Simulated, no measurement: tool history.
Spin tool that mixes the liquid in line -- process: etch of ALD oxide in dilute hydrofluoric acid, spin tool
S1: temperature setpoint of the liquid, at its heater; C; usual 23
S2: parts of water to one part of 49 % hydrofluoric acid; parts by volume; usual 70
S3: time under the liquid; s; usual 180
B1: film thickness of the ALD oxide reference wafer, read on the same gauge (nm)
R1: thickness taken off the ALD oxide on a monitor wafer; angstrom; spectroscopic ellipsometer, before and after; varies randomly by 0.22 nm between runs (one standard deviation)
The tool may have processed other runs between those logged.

run 1 hour=0 | S1=25 S2=85 S3=180 | B1=50 | R1=236.4
run 2 hour=84.4 | S1=25 S2=85 S3=180 | B1=50.02 | R1=238
run 3 hour=176 | S1=23 S2=70 S3=180 | B1=50.04 | R1=267.5
run 4 hour=225.8 | S1=23 S2=70 S3=180 | B1=50.01 | R1=271.8
run 5 hour=276.5 | S1=23 S2=70 S3=180 | B1=49.96 | R1=267
run 6 hour=379.6 | S1=23 S2=70 S3=180 | B1=50 | R1=268.1
run 7 hour=486.6 | S1=23 S2=50 S3=180 | B1=50.01 | R1=381.2
run 8 hour=530 | S1=23 S2=50 S3=180 | B1=49.99 | R1=381.9
run 9 hour=594.4 | S1=23 S2=70 S3=180 | B1=50 | R1=267.5
run 10 hour=657.2 | S1=23 S2=70 S3=180 | B1=50.03 | R1=263.6
-- hour=687.7 hydrofluoric acid flow meter replaced
run 11 hour=759.3 | S1=20.5 S2=90 S3=225 | B1=50.02 | R1=223.6
-- hour=854.3 thermometer replaced
run 12 hour=950.8 | S1=18.5 S2=40 S3=180 | B1=49.99 | R1=410.7
run 13 hour=1028.5 | S1=19.5 S2=70 S3=180 | B1=50.01 | R1=235.4
-- hour=1078.2 gauge calibrated
run 14 hour=1117.3 | S1=21.5 S2=70 S3=180 | B1=50.02 | R1=255.3
run 15 hour=1223.1 | S1=19.5 S2=70 S3=180 | B1=49.98 | R1=233.8
run 16 hour=1501.7 | S1=26.5 S2=80 S3=130 | B1=49.97 | R1=194.9

What does the tool deliver on the next run?
run 17 hour=1590.6 | S1=23 S2=70 S3=275 | B1=? | R1=?

Run 17 measured B1 50.03, R1 412.6 angstrom.
Take away the tool's hidden state, keep the run-to-run variation as it was, and the same run would have given R1 425.4 angstrom.

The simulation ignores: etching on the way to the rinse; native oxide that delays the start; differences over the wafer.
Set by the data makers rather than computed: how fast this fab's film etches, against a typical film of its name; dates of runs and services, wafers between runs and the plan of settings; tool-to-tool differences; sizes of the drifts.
